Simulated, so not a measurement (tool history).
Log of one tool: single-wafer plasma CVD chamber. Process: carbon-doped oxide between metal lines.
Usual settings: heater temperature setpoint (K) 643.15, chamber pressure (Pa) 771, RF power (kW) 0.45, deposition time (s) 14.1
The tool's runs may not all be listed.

| run | hour | heater temperature setpoint (K) | chamber pressure (Pa) | RF power (kW) | deposition time (s) | read-back reference wafer on the same gauge, thickness_nm | mean film thickness on the monitor wafer (angstrom) |
|---|---|---|---|---|---|---|---|
| 1 | 0 | 643.15 | 675 | 0.395 | 14.1 | 72.119 | 574.15 |
| 2 | 11 | 643.15 | 771 | 0.45 | 16 | 72.111 | 745.28 |
| 3 | 25 | 643.15 | 771 | 0.45 | 16 | 72.1 | 742.78 |
| 4 | 40.6 | 643.15 | 771 | 0.45 | 16 | 72.101 | 744.63 |
| 5 | 48.6 | 643.15 | 771 | 0.45 | 14.1 | 72.112 | 657.28 |
| 6 | 60.1 | 643.15 | 771 | 0.4 | 14.1 | 72.071 | 594.44 |
| 7 | 77.1 | 643.15 | 771 | 0.4 | 14.1 | 72.104 | 593.06 |
| 8 | 87.9 | 631.15 | 771 | 0.45 | 14.1 | 72.095 | 674.59 |
|  | 106.3 | RF generator calibrated |
|  | 111.2 | capacitance manometer re-zeroed and calibrated |
| 9 | 111.7 | 631.15 | 771 | 0.45 | 14.1 | 72.128 | 700.07 |
| 10 | 123.3 | 652.15 | 771 | 0.45 | 14.1 | 72.086 | 670.63 |
| 11 | 138.4 | 652.15 | 771 | 0.45 | 14.1 | 72.097 | 668.88 |
|  | 149.3 | thermocouple changed; heater temperature recalibrated |
| 12 | 152.8 | 652.15 | 771 | 0.45 | 14.1 | 72.081 | 666.49 |
| 13 | 160.8 | 643.15 | 771 | 0.495 | 14.1 | 72.11 | 731.63 |
| 14 | 175 | 643.15 | 771 | 0.45 | 14.1 | 72.134 | 678.69 |
| 15 | 190.4 | 643.15 | 771 | 0.45 | 14.1 | 72.064 | 676.31 |
|  | 209.9 | gauge calibrated |
| 16 | 228.7 | 643.15 | 771 | 0.53 | 14.1 | 72.115 | 764.95 |
| 17 | 237.7 | 628.15 | 771 | 0.53 | 14.1 | 72.088 | 789.19 |
| 18 | 252.2 | 643.15 | 771 | 0.45 | 14.1 | 72.087 | 673.47 |
| 19 | 263.6 | 636.15 | 771 | 0.45 | 14.1 | 72.109 | 682.23 |
|  | 284 | showerhead replaced |
| 20 | 284.5 | 654.15 | 771 | 0.395 | 13.3 | 72.064 | 554.08 |
| 21 | 288.3 | 643.15 | 771 | 0.45 | 14.1 | 72.085 | 671.9 |
| 22 | 297.7 | 643.15 | 771 | 0.45 | 12.4 | 72.089 | 593.43 |
| 23 | 310.4 | 655.15 | 936 | 0.535 | 16.9 | 72.076 | 909.95 |
| 24 | 342.4 | 643.15 | 771 | 0.45 | 14.1 | 72.077 | 667.37 |
| 25 | 360.1 | 643.15 | 771 | 0.475 | 13.1 | 72.104 | 650.63 |
| 26 | 376.2 | 643.15 | 633 | 0.45 | 14.1 | 72.099 | 645.11 |
| 27 | 384.7 | 636.15 | 692 | 0.475 | 14.1 | 72.101 | 697.6 |
| 28 | 391 | 643.15 | 771 | 0.37 | 14.1 | 72.063 | 559.28 |
| 29 | 405.1 | 654.15 | 771 | 0.45 | 14.1 | 72.11 | 652.89 |

Measured less the same run without the tool's hidden state. The same run-to-run variation is in both; the gauge's scatter may not be:
The hidden state here: wafer temperature above the value expected at the setpoint (K); delivered RF power above the setpoint (%); true pressure above the setpoint (%); gauge reads high (%).
| run | mean film thickness on the monitor wafer (angstrom) |
|---|---|
| 1 | -25.06 |
| 2 | -31.37 |
| 3 | -31.34 |
| 4 | -31.51 |
| 5 | -27.86 |
| 6 | -25.96 |
| 7 | -25.97 |
| 8 | -28.78 |
| 9 | -3.17 |
| 10 | -3.95 |
| 11 | -5.09 |
| 12 | -6.12 |
| 13 | -6.29 |
| 14 | -7.8 |
| 15 | -8.8 |
| 16 | -10.72 |
| 17 | -11.58 |
| 18 | -12.49 |
| 19 | -13.28 |
| 20 | -12.13 |
| 21 | -14.36 |
| 22 | -13.09 |
| 23 | -17.69 |
| 24 | -16.76 |
| 25 | -14.72 |
| 26 | -17.54 |
| 27 | -16.66 |
| 28 | -16.31 |
| 29 | -18.81 |

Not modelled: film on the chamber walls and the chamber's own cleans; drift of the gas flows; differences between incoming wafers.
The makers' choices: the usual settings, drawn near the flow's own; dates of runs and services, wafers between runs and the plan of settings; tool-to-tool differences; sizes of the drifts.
